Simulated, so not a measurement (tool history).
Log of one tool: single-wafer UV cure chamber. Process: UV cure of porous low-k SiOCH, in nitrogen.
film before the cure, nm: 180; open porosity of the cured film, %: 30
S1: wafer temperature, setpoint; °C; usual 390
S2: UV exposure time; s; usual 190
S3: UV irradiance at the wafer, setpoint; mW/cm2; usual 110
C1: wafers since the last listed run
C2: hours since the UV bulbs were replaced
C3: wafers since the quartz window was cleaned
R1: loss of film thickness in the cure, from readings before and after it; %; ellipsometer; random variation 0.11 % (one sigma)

Run 1, hour 0.0: usual settings; C1 0; C2 1127.8; C3 3554. Result: R1 11.685 %.
Run 2, hour 9.5: usual settings; C1 31; C2 1137.3; C3 3586. Result: R1 11.418 %.
Run 3, hour 21.8: usual settings; C1 41; C2 1149.6; C3 3628. Result: R1 11.436 %.
Run 4, hour 29.6: usual settings but S1 404 °C, S2 130 s; C1 26; C2 1157.4; C3 3654. Result: R1 10.087 %.
Run 5, hour 39.0: usual settings but S1 404 °C, S2 130 s; C1 31; C2 1166.8; C3 3686. Result: R1 10.017 %.
Run 6, hour 46.6: usual settings; C1 25; C2 1174.4; C3 3711. Result: R1 11.472 %.
Run 7, hour 56.1: usual settings; C1 31; C2 1183.9; C3 3743. Result: R1 11.345 %.
Run 8, hour 66.6: usual settings; C1 35; C2 1194.4; C3 3779. Result: R1 11.420 %.
Run 9, hour 76.9: usual settings; C1 34; C2 1204.7; C3 3813. Result: R1 11.354 %.
At hour 91.5: UV bulbs replaced.
Run 10, hour 92.0: usual settings; C1 23; C2 0.5; C3 3837. Result: R1 13.271 %.
Run 11, hour 94.0: usual settings; C1 6; C2 2.5; C3 3844. Result: R1 13.208 %.
Run 12, hour 102.3: usual settings; C1 27; C2 10.8; C3 3872. Result: R1 13.229 %.
Run 13, hour 116.2: usual settings; C1 46; C2 24.7; C3 3919. Result: R1 13.060 %.
Run 14, hour 127.1: usual settings but S1 403 °C, S2 105 s, S3 131 mW/cm2; C1 36; C2 35.6; C3 3955. Result: R1 11.556 %.
Run 15, hour 140.5: usual settings but S2 125 s; C1 45; C2 49.0; C3 4001. Result: R1 11.237 %.
Run 16, hour 148.0: usual settings but S1 410 °C; C1 25; C2 56.5; C3 4026. Result: R1 13.692 %.
Run 17, hour 156.7: usual settings but S1 380 °C, S3 147 mW/cm2; C1 29; C2 65.2; C3 4055. Result: R1 14.323 %.
Run 18, hour 163.0: usual settings; C1 21; C2 71.5; C3 4076. Result: R1 13.428 %.
Run 19, hour 180.3: usual settings; C1 58; C2 88.8; C3 4135. Result: R1 13.326 %.
At hour 200.4: quartz window cleaned.
Run 20, hour 200.9: usual settings but S1 372 °C, S2 240 s, S3 150 mW/cm2; C1 42; C2 109.4; C3 1. Result: R1 15.870 %.
Run 21, hour 205.1: usual settings; C1 14; C2 113.6; C3 15. Result: R1 13.343 %.
Run 22, hour 217.9: usual settings; C1 43; C2 126.4; C3 58. Result: R1 13.267 %.
Run 23, hour 231.1: usual settings but S1 404 °C; C1 44; C2 139.6; C3 103. Result: R1 13.587 %.
Run 24, hour 239.3: usual settings but S1 402 °C; C1 27; C2 147.8; C3 130. Result: R1 13.311 %.
Run 25, hour 250.9: usual settings but S2 300 s, S3 72 mW/cm2; C1 39; C2 159.4; C3 170. Result: R1 13.479 %.
Run 26, hour 265.0: usual settings but S1 372 °C, S2 245 s, S3 84 mW/cm2; C1 47; C2 173.5; C3 217. Result: R1 12.927 %.

Some steps in R1 between neighbouring runs. How much of each would the tool show without its hidden state too (settings, what came in, random variation), and how much is left for the hidden state, with any gauge scatter that isn't in both results?
The hidden state here: lamp output below its setpoint, %; transmission lost against a clean window, %.
Run 5 -> 6: S1 404 -> 390, S2 130 -> 190. R1 +1.455 %: hidden state -0.074, all else +1.529.
Run 9 -> 10: UV bulbs replaced. R1 +1.917 %: hidden state +1.943, all else -0.026.
Run 19 -> 20: S1 390 -> 372, S2 190 -> 240, S3 110 -> 150, quartz window cleaned. R1 +2.544 %: hidden state -0.018, all else +2.562.
Run 20 -> 21: S1 372 -> 390, S2 240 -> 190, S3 150 -> 110. R1 -2.527 %: hidden state +0.011, all else -2.538.
